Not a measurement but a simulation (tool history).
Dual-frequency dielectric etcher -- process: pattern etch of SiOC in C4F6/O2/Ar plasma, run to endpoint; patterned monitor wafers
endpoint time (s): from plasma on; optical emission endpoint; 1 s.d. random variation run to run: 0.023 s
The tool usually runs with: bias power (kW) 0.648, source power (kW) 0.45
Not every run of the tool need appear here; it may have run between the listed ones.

run	hour	bias power (kW)	source power (kW)	wafers since the last listed run	hours since the last wet clean	hours since the last bias power generator calibration	hours since the last source power generator calibration	hours since the last upper electrode change	incoming incoming film thickness, nm	endpoint time (s)
1	0	0.648	0.45	0	187.5	691.8	1739	2162.3	25.7	7.4
2	66.4	0.648	0.45	1437	253.9	758.2	1805.4	2228.7	25.93	7.5
# hour 168.2: wet clean of the chamber
3	168.7	0.691	0.42	1695	0.5	860.5	1907.7	2331	25.56	7.2
4	205	0.691	0.42	785	36.8	896.8	1944	2367.3	25.93	7.4
5	281.1	0.691	0.42	1647	112.9	972.9	2020.1	2443.4	25.76	7.4
6	347.9	0.648	0.45	1446	179.7	1039.7	2086.9	2510.2	25.96	7.5
7	449.7	0.648	0.45	2204	281.5	1141.5	2188.7	2612	25.53	7.5
8	502.7	0.648	0.45	1147	334.5	1194.5	2241.7	2665	25.52	7.4
# hour 561: wet clean of the chamber
9	561.5	0.648	0.5	753	0.5	1253.3	2300.5	2723.8	25.49	7.1
10	615.4	0.648	0.5	1167	54.4	1307.2	2354.4	2777.7	25.87	7.3
11	659.4	0.648	0.45	952	98.4	1351.2	2398.4	2821.7	25.94	7.5
12	724	0.648	0.45	1398	163	1415.8	2463	2886.3	25.67	7.4
13	796	0.648	0.45	1558	235	1487.8	2535	2958.3	25.76	7.5
14	880.1	0.587	0.45	1820	319.1	1571.9	2619.1	3042.4	25.67	7.9
15	930	0.648	0.49	1080	369	1621.8	2669	3092.3	25.72	7.4
# hour 984.5: wet clean of the chamber
16	1016.2	0.585	0.51	1346	31.7	1708	2755.2	3178.5	25.79	7.5
# hour 1083.2: upper electrode replaced
17	1083.7	0.519	0.38	941	99.2	1775.5	2822.7	0.5	25.86	8.5
18	1136.1	0.749	0.55	1134	151.6	1827.9	2875.1	52.9	25.76	6.7
19	1204.4	0.648	0.55	1478	219.9	1896.2	2943.4	121.2	25.43	7.1
# hour 1270: source power generator calibrated
20	1275	0.691	0.42	1442	290.5	1966.8	5	191.8	26.11	7.6
21	1363.7	0.581	0.36	1920	379.2	2055.5	93.7	280.5	25.63	8.3
# hour 1434.1: wet clean of the chamber
22	1434.6	0.53	0.54	1015	0.5	2126.4	164.6	351.4	25.53	7.6
23	1463.2	0.587	0.45	619	29.1	2155	193.2	380	25.99	7.8
# hour 1551: bias power generator calibrated
24	1552.5	0.648	0.39	1846	118.4	1.5	282.5	469.3	25.9	7.7
25	1638	0.591	0.54	1851	203.9	87	368	554.8	25.76	7.3
26	1710.3	0.648	0.45	1565	276.2	159.3	440.3	627.1	25.57	7.4
# hour 1872: wet clean of the chamber
27	1928.8	0.648	0.45	4211	56.8	377.8	658.8	845.6	25.89	7.3
28	2008	0.648	0.56	1714	136	457	738	924.8	25.69	7

Forecast each of these 3 alternatives for the next run:
A	2008.4	0.507	0.45	8	136.4	457.4	738.4	925.2	25.67	?
B	2008.4	0.774	0.5	8	136.4	457.4	738.4	925.2	25.67	?
C	2008.4	0.751	0.51	8	136.4	457.4	738.4	925.2	25.67	?

run	endpoint time (s)
A	8.1
B	6.7
C	6.8
What these runs would have given with no unlogged condition in the tool:
run	endpoint time (s)
A	8.1
B	6.7
C	6.7
